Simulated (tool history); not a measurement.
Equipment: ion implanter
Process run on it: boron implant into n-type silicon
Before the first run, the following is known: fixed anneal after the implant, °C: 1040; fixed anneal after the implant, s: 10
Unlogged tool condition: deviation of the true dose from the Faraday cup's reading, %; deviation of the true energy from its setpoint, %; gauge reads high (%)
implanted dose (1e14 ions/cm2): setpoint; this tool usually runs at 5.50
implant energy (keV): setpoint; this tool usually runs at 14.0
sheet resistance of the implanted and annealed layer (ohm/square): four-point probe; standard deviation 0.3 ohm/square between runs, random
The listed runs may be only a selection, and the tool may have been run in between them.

| run | hour | implanted dose (1e14 ions/cm2) | implant energy (keV) | wafers since the last listed run | hours since the last dose calibration | hours since the extraction supply was calibrated | hours since the gauge calibration | read-back reference wafer on the same gauge, sheet resistance | sheet resistance of the implanted and annealed layer (ohm/square) |
|---|---|---|---|---|---|---|---|---|---|
| 1 | 0.0 | 5.50 | 14.0 | 0 | 1717.8 | 6249.4 | 177.3 | 167.88 | 205.51 |
| 2 | 8.5 | 5.50 | 14.0 | 125 | 1726.3 | 6257.9 | 185.8 | 167.93 | 205.19 |
| 3 | 21.8 | 5.50 | 14.0 | 196 | 1739.6 | 6271.2 | 199.1 | 167.99 | 205.56 |
| 4 | 34.5 | 6.36 | 16.0 | 187 | 1752.3 | 6283.9 | 211.8 | 167.99 | 179.30 |
| 5 | 52.1 | 5.50 | 12.0 | 259 | 1769.9 | 6301.5 | 229.4 | 168.04 | 209.17 |
| 6 | 58.5 | 5.50 | 12.0 | 94 | 1776.3 | 6307.9 | 235.8 | 167.94 | 208.33 |
| 7 | 73.2 | 5.50 | 14.0 | 216 | 1791.0 | 6322.6 | 250.5 | 168.10 | 206.01 |
| 8 | 82.2 | 5.50 | 14.0 | 132 | 1800.0 | 6331.6 | 259.5 | 168.00 | 205.12 |
| 9 | 119.8 | 5.50 | 17.5 | 554 | 1837.6 | 6369.2 | 297.1 | 168.07 | 201.36 |
| 10 | 136.1 | 5.50 | 17.5 | 240 | 1853.9 | 6385.5 | 313.4 | 168.16 | 201.40 |
| 11 | 146.5 | 5.50 | 17.5 | 153 | 1864.3 | 6395.9 | 323.8 | 167.94 | 201.38 |
| 12 | 160.5 | 5.50 | 14.0 | 206 | 1878.3 | 6409.9 | 337.8 | 167.98 | 206.52 |
| 13 | 173.2 | 5.50 | 14.0 | 187 | 1891.0 | 6422.6 | 350.5 | 167.97 | 206.47 |
| 14 | 189.3 | 4.69 | 14.0 | 237 | 1907.1 | 6438.7 | 366.6 | 167.99 | 235.14 |
|  | 206.1 | Faraday cup replaced and dose calibrated |
| 15 | 206.6 | 4.69 | 14.0 | 137 | 0.5 | 6456.0 | 383.9 | 167.92 | 228.58 |
| 16 | 212.7 | 5.50 | 16.0 | 90 | 6.6 | 6462.1 | 390.0 | 168.04 | 197.38 |
| 17 | 220.3 | 5.50 | 17.5 | 112 | 14.2 | 6469.7 | 397.6 | 167.99 | 194.85 |
|  | 224.8 | gauge calibrated |
| 18 | 233.4 | 5.50 | 14.0 | 193 | 27.3 | 6482.8 | 8.6 | 167.99 | 199.95 |

Predict the results of run 19:
| 19 | 241.8 | 5.50 | 14.0 | 123 | 35.7 | 6491.2 | 17.0 | ? | ? |

read-back reference wafer on the same gauge, sheet resistance: 168.08
sheet resistance of the implanted and annealed layer (ohm/square): 199.67
Had the tool carried no hidden state, the very same run would have given sheet resistance of the implanted and annealed layer (ohm/square) 199.21.
